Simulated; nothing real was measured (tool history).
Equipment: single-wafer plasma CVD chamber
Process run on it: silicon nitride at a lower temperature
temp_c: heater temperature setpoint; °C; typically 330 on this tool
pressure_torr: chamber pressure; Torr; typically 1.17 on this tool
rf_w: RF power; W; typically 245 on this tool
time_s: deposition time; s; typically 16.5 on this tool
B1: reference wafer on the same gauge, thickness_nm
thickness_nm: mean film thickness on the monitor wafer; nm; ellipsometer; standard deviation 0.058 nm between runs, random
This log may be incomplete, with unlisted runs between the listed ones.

{"run": 1, "hour": 0.0, "temp_c": 330, "pressure_torr": 1.17, "rf_w": 215, "time_s": 16.5, "B1": 17.69, "thickness_nm": 15.266}
{"run": 2, "hour": 42.8, "temp_c": 330, "pressure_torr": 1.17, "rf_w": 245, "time_s": 16.5, "B1": 17.696, "thickness_nm": 16.513}
{"run": 3, "hour": 88.6, "temp_c": 330, "pressure_torr": 1.17, "rf_w": 245, "time_s": 18.3, "B1": 17.698, "thickness_nm": 18.245}
{"run": 4, "hour": 151.1, "temp_c": 330, "pressure_torr": 1.17, "rf_w": 245, "time_s": 18.3, "B1": 17.688, "thickness_nm": 18.136}
{"run": 5, "hour": 175.6, "temp_c": 330, "pressure_torr": 1.17, "rf_w": 245, "time_s": 18.3, "B1": 17.721, "thickness_nm": 18.167}
{"run": 6, "hour": 245.9, "temp_c": 330, "pressure_torr": 1.17, "rf_w": 245, "time_s": 16.5, "B1": 17.694, "thickness_nm": 16.437}
{"run": 7, "hour": 287.0, "temp_c": 330, "pressure_torr": 1.17, "rf_w": 245, "time_s": 16.5, "B1": 17.683, "thickness_nm": 16.455}
{"run": 8, "hour": 347.1, "temp_c": 337, "pressure_torr": 1.17, "rf_w": 245, "time_s": 16.5, "B1": 17.714, "thickness_nm": 16.398}
{"run": 9, "hour": 382.0, "temp_c": 337, "pressure_torr": 1.17, "rf_w": 245, "time_s": 16.5, "B1": 17.693, "thickness_nm": 16.451}
{"run": 10, "hour": 448.3, "temp_c": 337, "pressure_torr": 1.17, "rf_w": 245, "time_s": 16.5, "B1": 17.663, "thickness_nm": 16.351}
{"run": 11, "hour": 478.5, "temp_c": 330, "pressure_torr": 1.17, "rf_w": 245, "time_s": 16.5, "B1": 17.704, "thickness_nm": 16.441}
{"run": 12, "hour": 536.3, "temp_c": 322, "pressure_torr": 1.17, "rf_w": 245, "time_s": 16.5, "B1": 17.713, "thickness_nm": 16.403}
{"run": 13, "hour": 588.6, "temp_c": 322, "pressure_torr": 1.17, "rf_w": 245, "time_s": 16.5, "B1": 17.689, "thickness_nm": 16.351}
{"run": 14, "hour": 657.5, "temp_c": 330, "pressure_torr": 1.17, "rf_w": 270, "time_s": 16.5, "B1": 17.683, "thickness_nm": 17.399}
{"run": 15, "hour": 782.6, "temp_c": 330, "pressure_torr": 1.17, "rf_w": 245, "time_s": 16.5, "B1": 17.678, "thickness_nm": 16.459}
{"run": 16, "hour": 828.9, "temp_c": 326, "pressure_torr": 1.04, "rf_w": 245, "time_s": 16.5, "B1": 17.708, "thickness_nm": 15.549}
{"run": 17, "hour": 892.9, "temp_c": 321, "pressure_torr": 1.3, "rf_w": 265, "time_s": 19.4, "B1": 17.71, "thickness_nm": 21.244}
{"run": 18, "hour": 947.6, "temp_c": 341, "pressure_torr": 0.93, "rf_w": 205, "time_s": 17.8, "B1": 17.716, "thickness_nm": 13.994}
{"run": 19, "hour": 1076.7, "temp_c": 325, "pressure_torr": 1.27, "rf_w": 285, "time_s": 15.6, "B1": 17.707, "thickness_nm": 17.584}
{"run": 20, "hour": 1100.7, "temp_c": 330, "pressure_torr": 1.17, "rf_w": 245, "time_s": 16.5, "B1": 17.689, "thickness_nm": 16.458}
{"run": 21, "hour": 1146.2, "temp_c": 330, "pressure_torr": 1.17, "rf_w": 245, "time_s": 16.5, "B1": 17.701, "thickness_nm": 16.384}
{"run": 22, "hour": 1209.6, "temp_c": 330, "pressure_torr": 1.17, "rf_w": 245, "time_s": 16.5, "B1": 17.699, "thickness_nm": 16.368}
{"run": 23, "hour": 1266.6, "temp_c": 330, "pressure_torr": 1.28, "rf_w": 245, "time_s": 16.5, "B1": 17.691, "thickness_nm": 17.01}
{"run": 24, "hour": 1327.8, "temp_c": 330, "pressure_torr": 1.17, "rf_w": 245, "time_s": 13.7, "B1": 17.686, "thickness_nm": 13.672}
{"run": 25, "hour": 1395.9, "temp_c": 330, "pressure_torr": 1.17, "rf_w": 245, "time_s": 16.5, "B1": 17.716, "thickness_nm": 16.481}
{"run": 26, "hour": 1443.0, "temp_c": 330, "pressure_torr": 1.17, "rf_w": 245, "time_s": 16.5, "B1": 17.697, "thickness_nm": 16.429}
{"run": 27, "hour": 1502.4, "temp_c": 317, "pressure_torr": 1.38, "rf_w": 245, "time_s": 16.5, "B1": 17.697, "thickness_nm": 17.626}
{"run": 28, "hour": 1529.4, "temp_c": 323, "pressure_torr": 1.17, "rf_w": 245, "time_s": 16.5, "B1": 17.675, "thickness_nm": 16.387}
{"run": 29, "hour": 1598.1, "temp_c": 316, "pressure_torr": 1.17, "rf_w": 245, "time_s": 19.3, "B1": 17.689, "thickness_nm": 19.252}

Withheld: 5 entries from between the runs. Position of each, and hidden state at the listed run before versus the listed run after:
Run 12 -> run 13: gauge calibrated (hour 560)
  the hidden state is the same at both runs
Run 13 -> run 14: showerhead replaced (hour 629.6)
  the hidden state is the same at both runs
Run 14 -> run 15: capacitance manometer re-zeroed and calibrated (hour 762.7)
  the hidden state is the same at both runs
Run 16 -> run 17: RF generator calibrated (hour 864.7)
  the hidden state is the same at both runs
Run 17 -> run 18: thermocouple changed; heater temperature recalibrated (hour 922.6)
  the hidden state is the same at both runs
